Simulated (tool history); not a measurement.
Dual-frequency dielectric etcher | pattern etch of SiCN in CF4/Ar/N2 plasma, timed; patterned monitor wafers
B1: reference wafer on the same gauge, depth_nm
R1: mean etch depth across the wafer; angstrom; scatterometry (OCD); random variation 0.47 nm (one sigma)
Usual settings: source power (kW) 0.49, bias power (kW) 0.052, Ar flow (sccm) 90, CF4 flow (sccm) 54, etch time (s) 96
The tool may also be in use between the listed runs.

Run 1, hour 0: usual settings; B1 83.6. Result: R1 744 angstrom.
At hour 19.6: wet clean of the chamber.
Run 2, hour 65.2: usual settings; B1 83.6. Result: R1 776 angstrom.
Run 3, hour 110.8: usual settings; B1 83.9. Result: R1 770 angstrom.
Run 4, hour 153.1: usual settings; B1 83.6. Result: R1 769 angstrom.
Run 5, hour 181.8: usual settings but source power (kW) 0.59; B1 83.8. Result: R1 847 angstrom.
Run 6, hour 308.4: usual settings but source power (kW) 0.59; B1 83.8. Result: R1 831 angstrom.
At hour 338.2: source power generator calibrated.
At hour 388.2: upper electrode replaced, of another model than before.
Run 7, hour 388.7: usual settings; B1 83.5. Result: R1 758 angstrom.
Run 8, hour 403: usual settings but source power (kW) 0.52; B1 83.7. Result: R1 789 angstrom.
Run 9, hour 446.2: usual settings but Ar flow (sccm) 111, CF4 flow (sccm) 47; B1 83.5. Result: R1 699 angstrom.
At hour 497.3: wet clean of the chamber.
Run 10, hour 497.8: usual settings but CF4 flow (sccm) 46; B1 83.6. Result: R1 752 angstrom.
At hour 519.7: bias power generator calibrated.
At hour 520.6: gauge calibrated.
Run 11, hour 557.7: usual settings but CF4 flow (sccm) 43; B1 83.7. Result: R1 744 angstrom.
At hour 578.2: Ar flow controller replaced.
Run 12, hour 587.7: usual settings but source power (kW) 0.39, bias power (kW) 0.039; B1 83.7. Result: R1 596 angstrom.

The next listed run, before its measurement:
At hour 612.8: CF4 flow controller replaced.
Run 13, hour 627.5: usual settings but CF4 flow (sccm) 44; B1 ?. Result: R1 ?.

{"run 13": {"B1": 83.6, "R1": 742}}
Without the tool's hidden state the same run would have given R1 744 angstrom.

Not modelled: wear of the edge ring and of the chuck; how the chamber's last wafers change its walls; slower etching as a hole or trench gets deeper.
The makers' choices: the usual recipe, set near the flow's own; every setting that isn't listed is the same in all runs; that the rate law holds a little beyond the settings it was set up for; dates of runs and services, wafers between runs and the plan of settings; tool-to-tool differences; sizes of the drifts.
